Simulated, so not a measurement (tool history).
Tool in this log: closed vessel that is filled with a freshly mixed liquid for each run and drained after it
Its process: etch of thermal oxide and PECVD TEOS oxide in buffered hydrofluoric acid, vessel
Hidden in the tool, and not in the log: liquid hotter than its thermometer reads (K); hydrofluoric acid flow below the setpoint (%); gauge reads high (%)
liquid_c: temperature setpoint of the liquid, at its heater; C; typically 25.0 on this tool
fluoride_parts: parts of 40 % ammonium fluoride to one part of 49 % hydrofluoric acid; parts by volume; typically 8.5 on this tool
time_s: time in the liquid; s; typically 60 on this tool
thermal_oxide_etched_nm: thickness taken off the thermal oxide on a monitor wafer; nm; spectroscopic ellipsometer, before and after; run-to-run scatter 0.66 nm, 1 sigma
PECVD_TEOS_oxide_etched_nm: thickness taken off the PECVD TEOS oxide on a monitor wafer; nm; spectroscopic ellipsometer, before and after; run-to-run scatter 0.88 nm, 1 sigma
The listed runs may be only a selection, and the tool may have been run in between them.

| run | hour | liquid_c | fluoride_parts | time_s | wafers since the last listed run | hours since the thermometer was replaced | hours since the hydrofluoric acid flow meter was replaced | hours since the gauge calibration | read-back film thickness of the thermal oxide reference wafer, read on the same gauge (nm) | read-back film thickness of the PECVD TEOS oxide reference wafer, read on the same gauge (nm) | thermal_oxide_etched_nm | PECVD_TEOS_oxide_etched_nm |
|---|---|---|---|---|---|---|---|---|---|---|---|---|
| 1 | 0.0 | 25.0 | 8.5 | 60 | 0 | 728.1 | 1104.4 | 1896.0 | 29.97 | 140.00 | 86.92 | 183.27 |
| 2 | 83.4 | 25.0 | 8.5 | 60 | 7450 | 811.5 | 1187.8 | 1979.4 | 30.02 | 139.99 | 87.56 | 183.10 |
|  | 124.7 | thermometer replaced |
| 3 | 169.5 | 25.0 | 8.5 | 60 | 7601 | 44.8 | 1273.9 | 2065.5 | 30.02 | 140.01 | 78.79 | 167.58 |
| 4 | 262.2 | 25.0 | 8.5 | 60 | 8280 | 137.5 | 1366.6 | 2158.2 | 29.99 | 140.01 | 80.34 | 167.98 |
| 5 | 433.6 | 25.0 | 8.5 | 60 | 15311 | 308.9 | 1538.0 | 2329.6 | 29.99 | 140.03 | 83.29 | 172.11 |
| 6 | 522.2 | 25.0 | 8.5 | 50 | 7914 | 397.5 | 1626.6 | 2418.2 | 29.98 | 140.01 | 68.97 | 145.84 |
|  | 559.0 | hydrofluoric acid flow meter replaced |
|  | 607.4 | gauge calibrated |
| 7 | 625.1 | 25.0 | 8.5 | 50 | 9102 | 500.4 | 66.1 | 17.7 | 29.97 | 139.97 | 69.73 | 147.51 |
| 8 | 676.3 | 25.0 | 8.5 | 50 | 4573 | 551.6 | 117.3 | 68.9 | 30.01 | 139.97 | 71.00 | 147.90 |
| 9 | 747.5 | 28.5 | 10.5 | 60 | 6360 | 622.8 | 188.5 | 140.1 | 29.98 | 139.99 | 85.97 | 181.22 |
| 10 | 790.5 | 22.5 | 12.0 | 60 | 3841 | 665.8 | 231.5 | 183.1 | 30.06 | 140.01 | 55.49 | 117.29 |
| 11 | 845.0 | 22.0 | 7.0 | 80 | 4868 | 720.3 | 286.0 | 237.6 | 29.99 | 140.02 | 122.41 | 256.19 |
|  | 928.4 | thermometer replaced |
| 12 | 941.8 | 30.0 | 11.5 | 60 | 8557 | 13.4 | 382.8 | 334.4 | 29.97 | 140.01 | 78.24 | 165.47 |
| 13 | 994.2 | 27.0 | 8.5 | 90 | 4680 | 65.8 | 435.2 | 386.8 | 29.97 | 140.01 | 132.53 | 277.92 |

What does the tool deliver on the next run?
| 14 | 1101.5 | 22.5 | 5.0 | 30 | 9585 | 173.1 | 542.5 | 494.1 | ? | ? | ? | ? |

Run 14 came out at read-back film thickness of the thermal oxide reference wafer, read on the same gauge (nm) 30.01, read-back film thickness of the PECVD TEOS oxide reference wafer, read on the same gauge (nm) 139.97, thermal_oxide_etched_nm 58.52 nm, PECVD_TEOS_oxide_etched_nm 120.74 nm.
If the tool had no hidden condition, the same run with the same run-to-run variation would have returned thermal_oxide_etched_nm 57.00 nm, PECVD_TEOS_oxide_etched_nm 117.61 nm.
